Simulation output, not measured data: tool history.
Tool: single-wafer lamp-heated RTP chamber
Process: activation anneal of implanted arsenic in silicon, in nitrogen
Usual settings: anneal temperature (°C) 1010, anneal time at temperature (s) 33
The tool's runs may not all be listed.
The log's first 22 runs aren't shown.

| run | hour | anneal temperature (°C) | anneal time at temperature (s) | wafers since the last listed run | wafers since the last pyrometer calibration | wafers since the reflector plate was cleaned | hours since the gauge calibration | read-back reference wafer on the same gauge, sheet resistance | sheet resistance of the implanted and annealed layer (ohm/square) |
|---|---|---|---|---|---|---|---|---|---|
| 23 | 578.2 | 1034 | 14 | 491 | 2030 | 4605 | 114.4 | 218.94 | 231.74 |
| 24 | 607.1 | 1010 | 15 | 430 | 2461 | 5036 | 143.3 | 218.96 | 238.77 |
| 25 | 624.5 | 982 | 17 | 259 | 2720 | 5295 | 160.7 | 219.08 | 246.51 |
| 26 | 645.3 | 1010 | 33 | 309 | 3030 | 5605 | 181.5 | 218.8 | 227.17 |
| 27 | 680.7 | 1026 | 46 | 527 | 3558 | 6133 | 216.9 | 219.01 | 215.57 |
| 28 | 711.1 | 1019 | 17 | 453 | 4011 | 6586 | 247.3 | 219.21 | 234.01 |
| 29 | 741.5 | 1010 | 33 | 453 | 4464 | 7039 | 277.7 | 219.13 | 227.17 |
| 30 | 776.4 | 1028 | 22 | 520 | 4984 | 7559 | 312.6 | 218.9 | 225.92 |
| 31 | 798.1 | 1025 | 23 | 323 | 5307 | 7883 | 334.3 | 219.04 | 226.16 |
| 32 | 826.3 | 1039 | 49 | 420 | 5728 | 8303 | 362.5 | 219.04 | 208.96 |
| 33 | 847.3 | 1022 | 26 | 312 | 6041 | 8616 | 383.5 | 219.1 | 225.59 |

3 ways to go on from here, each from the tool as it stands after run 33. What would each give?
| A | 847.7 | 1010 | 24 | 5 | 6047 | 8622 | 383.9 | ? | ? |
| B | 847.7 | 990 | 15 | 5 | 6047 | 8622 | 383.9 | ? | ? |
| C | 847.7 | 1024 | 51 | 5 | 6047 | 8622 | 383.9 | ? | ? |

| run | read-back reference wafer on the same gauge, sheet resistance | sheet resistance of the implanted and annealed layer (ohm/square) |
|---|---|---|
| A | 218.77 | 231.16 |
| B | 218.77 | 244.65 |
| C | 218.77 | 214.11 |
Without the tool's hidden state the same runs would have given:
| run | sheet resistance of the implanted and annealed layer (ohm/square) |
|---|---|
| A | 232.76 |
| B | 246 |
| C | 215.83 |
